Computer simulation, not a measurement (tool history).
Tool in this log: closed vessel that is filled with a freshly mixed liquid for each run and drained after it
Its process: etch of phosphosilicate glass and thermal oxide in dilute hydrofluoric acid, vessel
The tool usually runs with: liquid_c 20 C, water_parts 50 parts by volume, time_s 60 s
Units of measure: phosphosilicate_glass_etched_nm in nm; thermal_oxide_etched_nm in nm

| run | hour | liquid_c | water_parts | time_s | read-back film thickness of the phosphosilicate glass reference wafer, read on the same gauge (nm) | read-back film thickness of the thermal oxide reference wafer, read on the same gauge (nm) | phosphosilicate_glass_etched_nm | thermal_oxide_etched_nm |
|---|---|---|---|---|---|---|---|---|
| 1 | 0 | 20 | 50 | 60 | 150.82 | 100.48 | 219.9 | 4.77 |
| 2 | 61 | 20 | 50 | 60 | 150.98 | 100.64 | 221.5 | 4.82 |
| 3 | 168.2 | 20 | 50 | 35 | 151.28 | 100.87 | 131.18 | 2.8 |
| 4 | 239.7 | 18.5 | 35 | 60 | 151.5 | 101 | 299.72 | 6.66 |
|  | 276.4 | hydrofluoric acid flow meter replaced |
| 5 | 283.2 | 22.5 | 50 | 85 | 151.62 | 101.04 | 351.13 | 7.6 |
| 6 | 326.1 | 20 | 50 | 60 | 151.73 | 101.18 | 221.17 | 4.83 |
| 7 | 377 | 18 | 40 | 50 | 151.86 | 101.24 | 215.78 | 4.7 |
| 8 | 445.4 | 22.5 | 50 | 85 | 152.07 | 101.35 | 354.28 | 7.63 |
| 9 | 515.7 | 20 | 45 | 90 | 152.28 | 101.51 | 375.99 | 8.18 |
| 10 | 565.7 | 20 | 50 | 80 | 152.42 | 101.68 | 300.54 | 6.47 |
| 11 | 601.9 | 20 | 50 | 40 | 152.52 | 101.69 | 148 | 3.23 |
|  | 613.2 | thermometer replaced |
| 12 | 701.9 | 17 | 70 | 30 | 152.82 | 101.9 | 69.71 | 1.49 |
| 13 | 914.6 | 20 | 50 | 80 | 153.42 | 102.26 | 300.84 | 6.49 |
| 14 | 963.5 | 20 | 50 | 75 | 153.56 | 102.36 | 281.27 | 6.08 |
| 15 | 1019.3 | 20 | 50 | 60 | 153.69 | 102.5 | 226.76 | 4.86 |
| 16 | 1058.1 | 20 | 50 | 30 | 153.83 | 102.48 | 113.59 | 2.49 |
| 17 | 1104.6 | 21.5 | 70 | 80 | 153.97 | 102.72 | 224 | 4.84 |
| 18 | 1169.2 | 17 | 50 | 60 | 154.14 | 102.68 | 200.13 | 4.34 |
| 19 | 1221 | 20 | 55 | 60 | 154.31 | 102.91 | 205.76 | 4.44 |
| 20 | 1291.2 | 22 | 25 | 75 | 154.49 | 102.97 | 638.04 | 13.74 |
| 21 | 1340 | 20 | 50 | 60 | 154.65 | 103.03 | 229.09 | 4.86 |
|  | 1359.6 | thermometer replaced |
| 22 | 1370 | 22 | 50 | 60 | 154.72 | 103.1 | 246.87 | 5.39 |
| 23 | 1412.8 | 20 | 35 | 45 | 154.85 | 103.24 | 248.5 | 5.35 |
| 24 | 1482.8 | 17 | 30 | 90 | 155.03 | 103.33 | 507.61 | 11.01 |
|  | 1527 | hydrofluoric acid flow meter replaced |
| 25 | 1640.7 | 17 | 60 | 40 | 155.49 | 103.73 | 110.23 | 2.39 |

Consider 4 possible next runs. They are alternatives, not a sequence: every one starts from the tool as it was left by run 25. What does each give?
| A | 1641.4 | 20 | 70 | 60 | ? | ? | ? | ? |
| B | 1641.4 | 22.5 | 45 | 50 | ? | ? | ? | ? |
| C | 1641.4 | 20 | 40 | 75 | ? | ? | ? | ? |
| D | 1641.4 | 21.5 | 40 | 45 | ? | ? | ? | ? |

| run | read-back film thickness of the phosphosilicate glass reference wafer, read on the same gauge (nm) | read-back film thickness of the thermal oxide reference wafer, read on the same gauge (nm) | phosphosilicate_glass_etched_nm | thermal_oxide_etched_nm |
|---|---|---|---|---|
| A | 155.51 | 103.7 | 158.15 | 3.45 |
| B | 155.51 | 103.7 | 234.71 | 5.12 |
| C | 155.51 | 103.7 | 358.56 | 7.83 |
| D | 155.51 | 103.7 | 229.31 | 5.01 |
Take away the tool's hidden state, keep each run's random variation, and the runs would have read:
| run | phosphosilicate_glass_etched_nm | thermal_oxide_etched_nm |
|---|---|---|
| A | 152.57 | 3.33 |
| B | 226.42 | 4.94 |
| C | 345.9 | 7.55 |
| D | 221.21 | 4.83 |
